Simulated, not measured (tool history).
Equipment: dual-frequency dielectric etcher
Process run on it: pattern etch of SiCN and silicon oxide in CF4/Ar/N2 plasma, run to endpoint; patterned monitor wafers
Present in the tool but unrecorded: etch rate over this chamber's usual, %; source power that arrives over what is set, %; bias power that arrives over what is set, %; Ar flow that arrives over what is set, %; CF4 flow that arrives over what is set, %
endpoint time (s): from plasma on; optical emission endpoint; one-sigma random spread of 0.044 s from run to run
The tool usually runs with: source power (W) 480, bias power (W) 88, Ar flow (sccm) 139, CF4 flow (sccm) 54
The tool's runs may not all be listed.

run	hour	source power (W)	bias power (W)	Ar flow (sccm)	CF4 flow (sccm)	wafers since the last listed run	hours since the last wet clean	hours since the last source power generator calibration	hours since the last bias power generator calibration	hours since the last Ar flow controller change	hours since the last CF4 flow controller change	hours since the last upper electrode change	incoming incoming film thickness, nm	endpoint time (s)
1	0	480	88	139	54	0	114.2	3926.3	3518	1786.6	3258.4	2951.4	9.4	10.7
2	32.6	480	88	139	54	596	146.8	3958.9	3550.6	1819.2	3291	2984	9.33	10.6
3	44.7	480	88	139	54	221	158.9	3971	3562.7	1831.3	3303.1	2996.1	9.15	10.5
4	76	510	88	139	44	572	190.2	4002.3	3594	1862.6	3334.4	3027.4	9.26	10.5
5	109.2	480	88	130	54	607	223.4	4035.5	3627.2	1895.8	3367.6	3060.6	9.33	10.6
6	138.2	480	88	130	54	530	252.4	4064.5	3656.2	1924.8	3396.6	3089.6	9.27	10.4
# hour 156: CF4 flow controller replaced
# hour 160.9: Ar flow controller replaced
7	171.6	480	88	130	54	411	285.8	4097.9	3689.6	10.7	15.6	3123	9.39	10.7
8	192	480	88	139	54	373	306.2	4118.3	3710	31.1	36	3143.4	9.32	10.7
9	225.8	480	88	139	54	618	340	4152.1	3743.8	64.9	69.8	3177.2	9.27	10.6
10	249.7	380	66	139	54	437	363.9	4176	3767.7	88.8	93.7	3201.1	9.2	13.4
# hour 266.3: source power generator calibrated
# hour 285.5: bias power generator calibrated
# hour 291.2: wet clean of the chamber
# hour 303.3: upper electrode replaced
11	303.8	480	109	139	54	517	12.6	37.5	18.3	142.9	147.8	0.5	9.28	9.7
12	304.2	480	110	169	48	7	13	37.9	18.7	143.3	148.2	0.9	9.29	10.2
13	311.2	480	88	139	54	128	20	44.9	25.7	150.3	155.2	7.9	9.33	10.4
14	341.2	480	109	112	62	549	50	74.9	55.7	180.3	185.2	37.9	9.41	9.4
15	368.6	370	88	139	54	501	77.4	102.3	83.1	207.7	212.6	65.3	9.3	12.3
16	380.7	480	88	139	54	221	89.5	114.4	95.2	219.8	224.7	77.4	9.27	10.4
17	396	480	74	139	67	280	104.8	129.7	110.5	235.1	240	92.7	9.32	10.8

Forecast each of these 3 alternatives for the next run:
A	396.4	480	88	164	54	7	105.2	130.1	110.9	235.5	240.4	93.1	9.22	?
B	396.4	570	88	139	54	7	105.2	130.1	110.9	235.5	240.4	93.1	9.22	?
C	396.4	370	76	122	54	7	105.2	130.1	110.9	235.5	240.4	93.1	9.22	?

run	endpoint time (s)
A	10.7
B	9.4
C	12.5
With no hidden state in the tool, these same runs would have given:
run	endpoint time (s)
A	10.7
B	9.4
C	12.5

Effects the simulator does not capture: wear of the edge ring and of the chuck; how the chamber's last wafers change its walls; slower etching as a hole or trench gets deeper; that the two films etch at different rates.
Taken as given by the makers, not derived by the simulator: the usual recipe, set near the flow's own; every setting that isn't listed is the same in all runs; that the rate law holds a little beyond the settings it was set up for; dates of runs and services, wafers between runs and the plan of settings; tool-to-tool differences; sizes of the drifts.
